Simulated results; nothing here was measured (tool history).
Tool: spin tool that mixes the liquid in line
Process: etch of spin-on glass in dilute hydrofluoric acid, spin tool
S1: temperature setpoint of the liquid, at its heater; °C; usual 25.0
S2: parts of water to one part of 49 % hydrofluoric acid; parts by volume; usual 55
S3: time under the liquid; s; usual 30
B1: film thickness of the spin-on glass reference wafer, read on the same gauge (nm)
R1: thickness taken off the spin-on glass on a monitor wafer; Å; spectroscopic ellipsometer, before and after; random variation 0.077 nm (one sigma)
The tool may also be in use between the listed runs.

Run 1, hour 0.0: usual settings; B1 139.99. Result: R1 179.1 Å.
At hour 1.2: hydrofluoric acid flow meter replaced.
At hour 5.7: gauge calibrated.
Run 2, hour 77.3: usual settings; B1 139.98. Result: R1 175.6 Å.
Run 3, hour 181.1: usual settings; B1 139.99. Result: R1 175.4 Å.
Run 4, hour 258.0: usual settings; B1 140.01. Result: R1 176.0 Å.
Run 5, hour 345.5: usual settings; B1 140.00. Result: R1 178.7 Å.
Run 6, hour 425.8: usual settings; B1 140.01. Result: R1 179.6 Å.
Run 7, hour 505.5: usual settings; B1 139.99. Result: R1 180.3 Å.
Run 8, hour 564.3: usual settings; B1 139.99. Result: R1 180.6 Å.
Run 9, hour 627.1: usual settings but S1 23.5 °C, S2 40 parts by volume; B1 140.01. Result: R1 238.4 Å.
At hour 651.8: hydrofluoric acid flow meter replaced.
Run 10, hour 732.9: usual settings but S1 21.5 °C; B1 140.00. Result: R1 154.6 Å.
Run 11, hour 848.9: usual settings but S1 21.5 °C; B1 139.98. Result: R1 157.2 Å.
Run 12, hour 906.4: usual settings; B1 139.99. Result: R1 179.8 Å.
Run 13, hour 974.4: usual settings but S1 26.5 °C; B1 140.01. Result: R1 193.1 Å.
Run 14, hour 1024.5: usual settings but S1 26.5 °C; B1 139.98. Result: R1 193.0 Å.
Run 15, hour 1079.4: usual settings but S1 26.5 °C; B1 140.00. Result: R1 195.9 Å.
At hour 1117.1: thermometer replaced.
Run 16, hour 1137.6: usual settings; B1 140.01. Result: R1 172.3 Å.
Run 17, hour 1182.8: usual settings; B1 140.00. Result: R1 172.5 Å.
At hour 1241.7: hydrofluoric acid flow meter replaced.
Run 18, hour 1438.9: usual settings but S2 65 parts by volume; B1 139.98. Result: R1 145.6 Å.
Run 19, hour 1529.6: usual settings; B1 140.00. Result: R1 174.5 Å.
Run 20, hour 1613.1: usual settings but S1 23.0 °C; B1 140.01. Result: R1 161.6 Å.
Run 21, hour 1704.8: usual settings but S3 20 s; B1 139.99. Result: R1 117.0 Å.
Run 22, hour 1773.5: usual settings but S2 75 parts by volume; B1 140.00. Result: R1 127.1 Å.
At hour 1800.2: hydrofluoric acid flow meter replaced.
At hour 1854.5: gauge calibrated.
Run 23, hour 1854.8: usual settings but S2 65 parts by volume, S3 15 s; B1 140.02. Result: R1 73.4 Å.
Run 24, hour 1896.6: usual settings; B1 140.01. Result: R1 176.9 Å.
Run 25, hour 1990.7: usual settings but S1 29.0 °C, S3 20 s; B1 139.99. Result: R1 138.0 Å.
Run 26, hour 2084.7: usual settings but S1 29.5 °C, S2 70 parts by volume, S3 15 s; B1 140.00. Result: R1 81.7 Å.
Run 27, hour 2132.3: usual settings but S1 29.0 °C, S2 75 parts by volume, S3 45 s; B1 140.00. Result: R1 223.5 Å.
Run 28, hour 2213.3: usual settings; B1 140.00. Result: R1 179.8 Å.
At hour 2386.6: hydrofluoric acid flow meter replaced.
Run 29, hour 2408.9: usual settings; B1 140.03. Result: R1 177.4 Å.
Run 30, hour 2478.8: usual settings; B1 140.02. Result: R1 179.5 Å.
Run 31, hour 2545.1: usual settings but S1 22.0 °C, S2 45 parts by volume, S3 20 s; B1 140.01. Result: R1 130.9 Å.
Run 32, hour 2609.8: usual settings but S3 45 s; B1 140.02. Result: R1 269.6 Å.
Run 33, hour 2668.9: usual settings; B1 140.01. Result: R1 179.1 Å.
Run 34, hour 2741.6: usual settings but S1 23.5 °C; B1 139.99. Result: R1 172.0 Å.

Some steps in R1 between neighbouring runs. How much of each would the tool show without its hidden state too (settings, what came in, random variation), and how much is left for the hidden state, with any gauge scatter that isn't in both results?
The hidden state here: liquid hotter than its thermometer reads (K); hydrofluoric acid flow above the setpoint (%); gauge reads high (%).
Run 9 -> 10: S1 23.5 -> 21.5, S2 40 -> 55, hydrofluoric acid flow meter replaced. R1 -83.8 Å: hidden state -8.1, all else -75.7.
Run 15 -> 16: S1 26.5 -> 25.0, thermometer replaced. R1 -23.6 Å: hidden state -10.3, all else -13.3.
Run 23 -> 24: S2 65 -> 55, S3 15 -> 30. R1 +103.5 Å: hidden state +3.4, all else +100.1.
Run 26 -> 27: S1 29.5 -> 29.0, S2 70 -> 75, S3 15 -> 45. R1 +141.8 Å: hidden state +6.8, all else +135.0.
Run 31 -> 32: S1 22.0 -> 25.0, S2 45 -> 55, S3 20 -> 45. R1 +138.7 Å: hidden state +8.6, all else +130.1.
